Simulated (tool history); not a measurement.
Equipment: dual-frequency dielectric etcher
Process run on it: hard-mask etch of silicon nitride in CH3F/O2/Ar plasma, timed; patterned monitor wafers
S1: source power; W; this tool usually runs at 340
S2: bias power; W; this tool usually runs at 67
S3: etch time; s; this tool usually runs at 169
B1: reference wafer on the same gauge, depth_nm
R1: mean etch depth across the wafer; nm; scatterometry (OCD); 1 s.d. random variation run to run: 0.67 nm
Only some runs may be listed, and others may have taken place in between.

Run 1, hour 0: usual settings; B1 95.2. Result: R1 104.6 nm.
Run 2, hour 25.2: usual settings; B1 95.1. Result: R1 104.5 nm.
At hour 60.3: wet clean of the chamber.
At hour 60.9: bias power generator calibrated.
Run 3, hour 61.4: usual settings; B1 94.9. Result: R1 110.1 nm.
Run 4, hour 61.8: usual settings; B1 94.8. Result: R1 108.8 nm.
Run 5, hour 92.1: usual settings; B1 95.2. Result: R1 109.2 nm.
Run 6, hour 126.4: usual settings; B1 94.9. Result: R1 108.1 nm.
Run 7, hour 145.4: usual settings; B1 94.9. Result: R1 106.8 nm.
Run 8, hour 164.8: usual settings but S1 370 W, S2 72 W, S3 207.5 s; B1 94.8. Result: R1 138.4 nm.
Run 9, hour 185.2: usual settings; B1 94.9. Result: R1 107.3 nm.
At hour 200.1: source power generator calibrated.
Run 10, hour 214.3: usual settings but S2 82 W; B1 95.1. Result: R1 111.7 nm.
Run 11, hour 247.6: usual settings; B1 95.1. Result: R1 106.7 nm.
Run 12, hour 270.2: usual settings; B1 95.1. Result: R1 105.9 nm.
At hour 285.1: gauge calibrated.
Run 13, hour 297.1: usual settings but S1 420 W, S2 52 W, S3 206.5 s; B1 95.1. Result: R1 132.6 nm.
Run 14, hour 328.9: usual settings but S3 189 s; B1 95. Result: R1 116.9 nm.
Run 15, hour 358.2: usual settings; B1 94.9. Result: R1 105.6 nm.
At hour 408.7: wet clean of the chamber.
Run 16, hour 409.2: usual settings; B1 95.3. Result: R1 109.4 nm.
Run 17, hour 422: usual settings; B1 95.1. Result: R1 108.4 nm.
At hour 459.8: upper electrode replaced.
Run 18, hour 460.3: usual settings but S2 73 W; B1 95.2. Result: R1 110.4 nm.
Run 19, hour 480.6: usual settings but S1 370 W, S2 72 W, S3 188 s; B1 94.8. Result: R1 126.4 nm.
Run 20, hour 516.5: usual settings but S1 370 W; B1 95.3. Result: R1 110.5 nm.
Run 21, hour 603.3: usual settings but S1 280 W, S2 62 W; B1 95.1. Result: R1 100.2 nm.
Run 22, hour 620.8: usual settings but S1 370 W, S2 72 W, S3 188 s; B1 95.1. Result: R1 123.4 nm.
Run 23, hour 646.4: usual settings; B1 94.9. Result: R1 107.1 nm.
Run 24, hour 659.5: usual settings but S1 280 W, S3 218.5 s; B1 94.9. Result: R1 129.7 nm.
Run 25, hour 692: usual settings but S1 410 W, S2 50 W; B1 94.9. Result: R1 106.4 nm.
Run 26, hour 709.8: usual settings but S1 300 W, S2 72 W, S3 148 s; B1 94.7. Result: R1 91.7 nm.
Run 27, hour 753: usual settings but S1 420 W, S2 57 W; B1 94.8. Result: R1 108 nm.
At hour 867.7: wet clean of the chamber.
Run 28, hour 868.2: usual settings but S1 290 W, S2 80 W, S3 217.5 s; B1 95. Result: R1 140.2 nm.
Run 29, hour 868.6: usual settings; B1 95.1. Result: R1 109.6 nm.

Predict each of these 5 candidate next runs independently; none follows another, all start after run 29:
Run A, hour 869.1: usual settings; B1 ?. Result: R1 ?.
Run B, hour 869.1: usual settings but S1 370 W, S3 136.5 s; B1 ?. Result: R1 ?.
Run C, hour 869.1: usual settings but S1 380 W, S2 54 W, S3 195 s; B1 ?. Result: R1 ?.
Run D, hour 869.1: usual settings but S2 76 W, S3 196.5 s; B1 ?. Result: R1 ?.
Run E, hour 869.1: usual settings but S3 125 s; B1 ?. Result: R1 ?.

run    B1     R1
  A  94.9  110.2
  B  94.9   91.1
  C  94.9  126.5
  D  94.9  131.2
  E  94.9   81.5
Had the tool no hidden state, the same runs would have come out as:
run     R1
  A  110.2
  B   91.1
  C  126.5
  D  131.2
  E   81.5
